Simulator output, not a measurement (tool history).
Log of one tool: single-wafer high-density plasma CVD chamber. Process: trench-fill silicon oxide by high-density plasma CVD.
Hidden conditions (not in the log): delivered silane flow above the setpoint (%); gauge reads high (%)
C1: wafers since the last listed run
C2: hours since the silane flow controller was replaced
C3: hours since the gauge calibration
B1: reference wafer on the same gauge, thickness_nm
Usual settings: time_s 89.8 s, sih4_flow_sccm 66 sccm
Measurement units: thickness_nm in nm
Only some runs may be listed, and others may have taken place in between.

{"run": 1, "hour": 0.0, "time_s": 89.8, "sih4_flow_sccm": 66, "C1": 0, "C2": 2336.1, "C3": 927.9, "B1": 543.805, "thickness_nm": 615.246}
{"run": 2, "hour": 45.8, "time_s": 89.8, "sih4_flow_sccm": 66, "C1": 403, "C2": 2381.9, "C3": 973.7, "B1": 544.507, "thickness_nm": 614.703}
{"run": 3, "hour": 82.5, "time_s": 89.8, "sih4_flow_sccm": 66, "C1": 323, "C2": 2418.6, "C3": 1010.4, "B1": 544.408, "thickness_nm": 617.577}
{"run": 4, "hour": 138.5, "time_s": 94.1, "sih4_flow_sccm": 66, "C1": 493, "C2": 2474.6, "C3": 1066.4, "B1": 544.159, "thickness_nm": 646.688}
{"run": 5, "hour": 303.4, "time_s": 94.1, "sih4_flow_sccm": 66, "C1": 1452, "C2": 2639.5, "C3": 1231.3, "B1": 543.922, "thickness_nm": 649.312}
{"run": 6, "hour": 349.2, "time_s": 94.1, "sih4_flow_sccm": 66, "C1": 403, "C2": 2685.3, "C3": 1277.1, "B1": 544.064, "thickness_nm": 646.784}
{"run": 7, "hour": 416.0, "time_s": 89.8, "sih4_flow_sccm": 66, "C1": 588, "C2": 2752.1, "C3": 1343.9, "B1": 543.667, "thickness_nm": 618.781}
{"run": 8, "hour": 450.5, "time_s": 89.8, "sih4_flow_sccm": 66, "C1": 303, "C2": 2786.6, "C3": 1378.4, "B1": 544.962, "thickness_nm": 618.901}
{"run": 9, "hour": 512.0, "time_s": 82.4, "sih4_flow_sccm": 76, "C1": 541, "C2": 2848.1, "C3": 1439.9, "B1": 544.354, "thickness_nm": 654.267}
{"run": 10, "hour": 544.9, "time_s": 82.4, "sih4_flow_sccm": 76, "C1": 289, "C2": 2881, "C3": 1472.8, "B1": 544.435, "thickness_nm": 655.153}
{"run": 11, "hour": 574.9, "time_s": 82.4, "sih4_flow_sccm": 76, "C1": 264, "C2": 2911, "C3": 1502.8, "B1": 544.395, "thickness_nm": 654.75}
{"run": 12, "hour": 603.0, "time_s": 98.2, "sih4_flow_sccm": 66, "C1": 247, "C2": 2939.1, "C3": 1530.9, "B1": 543.733, "thickness_nm": 677.454}
{"run": 13, "hour": 645.5, "time_s": 98.2, "sih4_flow_sccm": 66, "C1": 374, "C2": 2981.6, "C3": 1573.4, "B1": 544.571, "thickness_nm": 678.329}
{"run": 14, "hour": 671.0, "time_s": 89.8, "sih4_flow_sccm": 74, "C1": 224, "C2": 3007.1, "C3": 1598.9, "B1": 543.4, "thickness_nm": 696.66}
{"run": 15, "hour": 713.2, "time_s": 89.8, "sih4_flow_sccm": 74, "C1": 371, "C2": 3049.3, "C3": 1641.1, "B1": 543.142, "thickness_nm": 696.66}
{"run": 16, "hour": 780.6, "time_s": 89.8, "sih4_flow_sccm": 74, "C1": 593, "C2": 3116.7, "C3": 1708.5, "B1": 544.512, "thickness_nm": 697.648}
{"hour": 861.6, "done": "gauge calibrated"}
{"run": 17, "hour": 874.7, "time_s": 102.8, "sih4_flow_sccm": 66, "C1": 828, "C2": 3210.8, "C3": 13.1, "B1": 544.756, "thickness_nm": 711.672}
{"run": 18, "hour": 944.6, "time_s": 102.8, "sih4_flow_sccm": 66, "C1": 615, "C2": 3280.7, "C3": 83, "B1": 543.443, "thickness_nm": 711.319}
{"run": 19, "hour": 969.0, "time_s": 102.8, "sih4_flow_sccm": 66, "C1": 214, "C2": 3305.1, "C3": 107.4, "B1": 544.517, "thickness_nm": 712.908}
{"run": 20, "hour": 1009.8, "time_s": 85.1, "sih4_flow_sccm": 66, "C1": 359, "C2": 3345.9, "C3": 148.2, "B1": 543.927, "thickness_nm": 589.44}
{"run": 21, "hour": 1049.6, "time_s": 89.8, "sih4_flow_sccm": 66, "C1": 350, "C2": 3385.7, "C3": 188, "B1": 543.912, "thickness_nm": 623.45}
{"run": 22, "hour": 1080.2, "time_s": 89.8, "sih4_flow_sccm": 66, "C1": 269, "C2": 3416.3, "C3": 218.6, "B1": 544.447, "thickness_nm": 622.277}
{"run": 23, "hour": 1182.7, "time_s": 89.8, "sih4_flow_sccm": 66, "C1": 902, "C2": 3518.8, "C3": 321.1, "B1": 543.638, "thickness_nm": 621.022}
{"run": 24, "hour": 1221.4, "time_s": 78, "sih4_flow_sccm": 74, "C1": 340, "C2": 3557.5, "C3": 359.8, "B1": 543.926, "thickness_nm": 604.957}
{"hour": 1245.7, "done": "silane flow controller replaced"}
{"run": 25, "hour": 1266.9, "time_s": 89.8, "sih4_flow_sccm": 66, "C1": 330, "C2": 21.2, "C3": 405.3, "B1": 544.037, "thickness_nm": 639.461}
{"run": 26, "hour": 1324.5, "time_s": 101, "sih4_flow_sccm": 72, "C1": 507, "C2": 78.8, "C3": 462.9, "B1": 544.049, "thickness_nm": 785.376}
{"run": 27, "hour": 1389.2, "time_s": 104, "sih4_flow_sccm": 56, "C1": 569, "C2": 143.5, "C3": 527.6, "B1": 543.743, "thickness_nm": 626.847}
{"run": 28, "hour": 1437.7, "time_s": 81.8, "sih4_flow_sccm": 62, "C1": 427, "C2": 192, "C3": 576.1, "B1": 543.974, "thickness_nm": 544.265}
{"run": 29, "hour": 1503.8, "time_s": 103, "sih4_flow_sccm": 57, "C1": 582, "C2": 258.1, "C3": 642.2, "B1": 543.626, "thickness_nm": 630.05}
{"run": 30, "hour": 1555.9, "time_s": 95, "sih4_flow_sccm": 66, "C1": 458, "C2": 310.2, "C3": 694.3, "B1": 544.276, "thickness_nm": 677.091}
{"run": 31, "hour": 1583.4, "time_s": 94.1, "sih4_flow_sccm": 66, "C1": 242, "C2": 337.7, "C3": 721.8, "B1": 544.08, "thickness_nm": 668.566}
{"run": 32, "hour": 1638.1, "time_s": 105.5, "sih4_flow_sccm": 63, "C1": 481, "C2": 392.4, "C3": 776.5, "B1": 543.646, "thickness_nm": 714.45}
{"hour": 1650.4, "done": "silane flow controller replaced, repeated, since the last time left the tool worse"}
{"run": 33, "hour": 1662.6, "time_s": 89.8, "sih4_flow_sccm": 75, "C1": 145, "C2": 12.2, "C3": 801, "B1": 544.363, "thickness_nm": 684.163}
{"run": 34, "hour": 1732.4, "time_s": 81.5, "sih4_flow_sccm": 72, "C1": 614, "C2": 82, "C3": 870.8, "B1": 544.191, "thickness_nm": 600.348}
{"run": 35, "hour": 1767.3, "time_s": 76.7, "sih4_flow_sccm": 73, "C1": 307, "C2": 116.9, "C3": 905.7, "B1": 544.444, "thickness_nm": 575.38}
{"run": 36, "hour": 1837.1, "time_s": 98.5, "sih4_flow_sccm": 60, "C1": 614, "C2": 186.7, "C3": 975.5, "B1": 543.396, "thickness_nm": 606.422}
{"run": 37, "hour": 1888.0, "time_s": 106.1, "sih4_flow_sccm": 66, "C1": 448, "C2": 237.6, "C3": 1026.4, "B1": 543.785, "thickness_nm": 719.847}
{"run": 38, "hour": 1924.0, "time_s": 89.8, "sih4_flow_sccm": 59, "C1": 317, "C2": 273.6, "C3": 1062.4, "B1": 543.487, "thickness_nm": 543.127}
{"run": 39, "hour": 1950.4, "time_s": 98.2, "sih4_flow_sccm": 66, "C1": 232, "C2": 300, "C3": 1088.8, "B1": 544.356, "thickness_nm": 664.814}

Table of differences, measured result less the result of that run with no hidden state. Run-to-run variation is the same in both. Gauge scatter possibly is not:
run=1 thickness_nm=+9.591
run=2 thickness_nm=+9.872
run=3 thickness_nm=+10.15
run=4 thickness_nm=+11.001
run=5 thickness_nm=+12.144
run=6 thickness_nm=+12.4
run=7 thickness_nm=+12.285
run=8 thickness_nm=+12.506
run=9 thickness_nm=+13.63
run=10 thickness_nm=+13.868
run=11 thickness_nm=+14.06
run=12 thickness_nm=+14.741
run=13 thickness_nm=+15.053
run=14 thickness_nm=+15.641
run=15 thickness_nm=+15.939
run=16 thickness_nm=+16.439
run=17 thickness_nm=+17.447
run=18 thickness_nm=+17.941
run=19 thickness_nm=+18.157
run=20 thickness_nm=+15.254
run=21 thickness_nm=+16.385
run=22 thickness_nm=+16.546
run=23 thickness_nm=+17.153
run=24 thickness_nm=+16.945
run=25 thickness_nm=+31.074
run=26 thickness_nm=+38.6
run=27 thickness_nm=+31.198
run=28 thickness_nm=+27.341
run=29 thickness_nm=+32.05
run=30 thickness_nm=+34.78
run=31 thickness_nm=+34.518
run=32 thickness_nm=+37.26
run=33 thickness_nm=+0.564
run=34 thickness_nm=+0.939
run=35 thickness_nm=+1.113
run=36 thickness_nm=+1.621
run=37 thickness_nm=+2.312
run=38 thickness_nm=+1.95
run=39 thickness_nm=+2.573
